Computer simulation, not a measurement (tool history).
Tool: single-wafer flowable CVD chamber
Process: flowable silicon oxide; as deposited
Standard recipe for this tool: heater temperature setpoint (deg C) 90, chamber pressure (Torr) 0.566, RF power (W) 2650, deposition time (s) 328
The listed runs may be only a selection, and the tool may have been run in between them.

| run | hour | heater temperature setpoint (deg C) | chamber pressure (Torr) | RF power (W) | deposition time (s) | read-back reference wafer on the same gauge, thickness_nm | mean film thickness on the monitor wafer (Å) |
|---|---|---|---|---|---|---|---|
| 1 | 0.0 | 90 | 0.566 | 2650 | 328 | 169.993 | 1971.88 |
| 2 | 32.7 | 90 | 0.566 | 2650 | 328 | 169.911 | 1970.20 |
| 3 | 47.9 | 90 | 0.566 | 2650 | 328 | 169.920 | 1963.84 |
| 4 | 82.9 | 90 | 0.566 | 2650 | 328 | 169.870 | 1967.52 |
| 5 | 112.2 | 90 | 0.566 | 2900 | 328 | 170.002 | 1983.15 |
|  | 144.8 | thermocouple changed; heater temperature recalibrated |
| 6 | 145.3 | 90 | 0.566 | 2900 | 328 | 170.007 | 2098.09 |
| 7 | 163.8 | 90 | 0.566 | 2650 | 328 | 169.872 | 2081.74 |
| 8 | 191.3 | 90 | 0.566 | 2650 | 328 | 170.128 | 2082.51 |
|  | 205.3 | showerhead replaced |
| 9 | 213.6 | 90 | 0.566 | 2650 | 328 | 169.932 | 2080.51 |
| 10 | 230.7 | 90 | 0.566 | 2650 | 328 | 170.095 | 2091.71 |
| 11 | 256.4 | 90 | 0.494 | 2650 | 372 | 170.074 | 2059.74 |
| 12 | 270.6 | 79 | 0.433 | 2650 | 328 | 170.120 | 2149.40 |
|  | 296.7 | RF generator calibrated |
| 13 | 297.2 | 84 | 0.566 | 2905 | 328 | 169.816 | 2454.39 |
| 14 | 311.4 | 97 | 0.566 | 2650 | 328 | 170.029 | 1678.57 |
|  | 312.8 | gauge calibrated |
|  | 332.9 | capacitance manometer re-zeroed and calibrated |
| 15 | 333.4 | 90 | 0.434 | 3015 | 328 | 169.873 | 1611.79 |
| 16 | 365.3 | 90 | 0.566 | 2650 | 328 | 169.979 | 2061.53 |
| 17 | 378.5 | 79 | 0.566 | 2650 | 328 | 170.006 | 2772.04 |
| 18 | 414.0 | 90 | 0.566 | 2650 | 328 | 169.997 | 2064.85 |
| 19 | 447.5 | 90 | 0.516 | 2395 | 375 | 169.882 | 2124.69 |
| 20 | 475.7 | 90 | 0.700 | 2395 | 328 | 169.920 | 2517.68 |

Selected run-to-run steps in mean film thickness on the monitor wafer (Å), each split into two signed amounts: the part the tool would show with no hidden state at all (from settings, incoming material and random variation), and the remainder, which goes to the hidden state together with any gauge scatter not common to the measured and the hidden-state-free results:
Hidden state present: wafer temperature above the value expected at the setpoint (K); delivered RF power above the setpoint (%); true pressure above the setpoint (%); gauge reads high (%).
Run 5 -> 6: thermocouple changed; heater temperature recalibrated. mean film thickness on the monitor wafer (Å) +114.94: hidden state +123.76, all else -8.82.
Run 13 -> 14: heater temperature setpoint (deg C) 84 -> 97, RF power (W) 2905 -> 2650. mean film thickness on the monitor wafer (Å) -775.82: hidden state +5.52, all else -781.34.
Run 16 -> 17: heater temperature setpoint (deg C) 90 -> 79. mean film thickness on the monitor wafer (Å) +710.51: hidden state -8.61, all else +719.12.
Run 19 -> 20: chamber pressure (Torr) 0.516 -> 0.700, deposition time (s) 375 -> 328. mean film thickness on the monitor wafer (Å) +392.99: hidden state -11.42, all else +404.41.
